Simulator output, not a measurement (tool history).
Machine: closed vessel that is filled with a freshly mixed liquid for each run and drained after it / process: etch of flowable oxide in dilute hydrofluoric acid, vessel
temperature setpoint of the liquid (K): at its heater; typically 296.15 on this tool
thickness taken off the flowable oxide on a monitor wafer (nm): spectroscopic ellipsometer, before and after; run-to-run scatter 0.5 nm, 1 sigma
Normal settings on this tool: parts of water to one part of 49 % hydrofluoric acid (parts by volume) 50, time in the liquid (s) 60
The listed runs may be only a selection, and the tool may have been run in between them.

run,hour,temperature setpoint of the liquid (K),parts of water to one part of 49 % hydrofluoric acid (parts by volume),time in the liquid (s),wafers since the last listed run,hours since the thermometer was replaced,hours since the hydrofluoric acid flow meter was replaced,hours since the gauge calibration,"read-back film thickness of the flowable oxide reference wafer, read on the same gauge (nm)",thickness taken off the flowable oxide on a monitor wafer (nm)
1,0.0,296.15,70,85,0,2287.1,1372.9,169.5,69.97,60.77
2,13.9,296.15,70,85,1572,2301.0,1386.8,183.4,69.99,60.57
3,31.1,293.65,50,80,1945,2318.2,1404.0,200.6,69.96,73.21
4,41.1,293.65,50,80,1131,2328.2,1414.0,210.6,69.98,74.17
5,48.6,293.65,50,80,848,2335.7,1421.5,218.1,69.98,74.61
6,61.8,296.15,50,60,1493,2348.9,1434.7,231.3,70.00,62.47
7,67.9,296.15,50,60,690,2355.0,1440.8,237.4,69.98,62.28
8,73.9,296.15,50,60,678,2361.0,1446.8,243.4,70.02,62.02
9,80.2,296.15,50,60,712,2367.3,1453.1,249.7,70.03,62.01
10,92.6,296.15,50,60,1402,2379.7,1465.5,262.1,70.01,61.68
11,108.9,296.15,50,60,1844,2396.0,1481.8,278.4,70.01,61.14
12,123.7,296.15,50,60,1674,2410.8,1496.6,293.2,69.98,61.81
13,139.7,296.15,50,60,1810,2426.8,1512.6,309.2,70.01,62.16
14,147.2,296.15,50,60,848,2434.3,1520.1,316.7,70.03,61.98
15,160.8,296.15,50,60,1538,2447.9,1533.7,330.3,69.96,62.36
16,177.5,296.15,50,60,1889,2464.6,1550.4,347.0,70.00,61.66
# hour 188.8: hydrofluoric acid flow meter replaced
17,195.3,296.15,50,60,1900,2482.4,6.5,364.8,70.05,61.93
18,212.8,296.15,50,60,1979,2499.9,24.0,382.3,70.00,62.54
19,230.3,292.65,35,85,1979,2517.4,41.5,399.8,69.97,109.08
# hour 242.8: gauge calibrated
20,248.1,298.65,40,30,2013,2535.2,59.3,5.3,69.99,43.86
21,259.5,293.65,50,80,1289,2546.6,70.7,16.7,70.02,75.20
22,265.6,300.65,30,95,690,2552.7,76.8,22.8,70.01,203.79
23,274.8,297.65,30,75,1040,2561.9,86.0,32.0,69.98,142.02
24,290.6,300.15,50,60,1787,2577.7,101.8,47.8,70.01,72.20
# hour 293.3: thermometer replaced
25,307.3,296.15,60,60,1776,14.0,118.5,64.5,69.99,51.53
26,322.4,296.15,50,60,1708,29.1,133.6,79.6,70.04,62.25
27,337.3,292.65,50,60,1685,44.0,148.5,94.5,69.99,53.44
28,354.5,296.15,50,80,1945,61.2,165.7,111.7,70.00,82.35
29,360.6,300.15,35,30,690,67.3,171.8,117.8,70.04,52.91
30,366.8,296.15,50,60,701,73.5,178.0,124.0,69.96,62.44
31,383.5,296.15,50,60,1889,90.2,194.7,140.7,70.04,61.47
32,394.1,297.65,35,60,1199,100.8,205.3,151.3,70.02,95.86
33,403.2,294.15,50,60,1029,109.9,214.4,160.4,69.99,57.55
34,409.8,293.15,65,80,746,116.5,221.0,167.0,70.01,55.23

Alternative continuations, all from the tool just after run 34; predict every row:
A,410.5,296.15,50,60,79,117.2,221.7,167.7,?,?
B,410.5,292.15,50,35,79,117.2,221.7,167.7,?,?
C,410.5,298.15,50,60,79,117.2,221.7,167.7,?,?
D,410.5,298.15,40,60,79,117.2,221.7,167.7,?,?

run,"read-back film thickness of the flowable oxide reference wafer, read on the same gauge (nm)",thickness taken off the flowable oxide on a monitor wafer (nm)
A,70.00,62.45
B,70.00,30.78
C,70.00,67.80
D,70.00,85.92
Without the tool's hidden state the same runs would have given:
run,thickness taken off the flowable oxide on a monitor wafer (nm)
A,62.45
B,30.78
C,67.80
D,85.92

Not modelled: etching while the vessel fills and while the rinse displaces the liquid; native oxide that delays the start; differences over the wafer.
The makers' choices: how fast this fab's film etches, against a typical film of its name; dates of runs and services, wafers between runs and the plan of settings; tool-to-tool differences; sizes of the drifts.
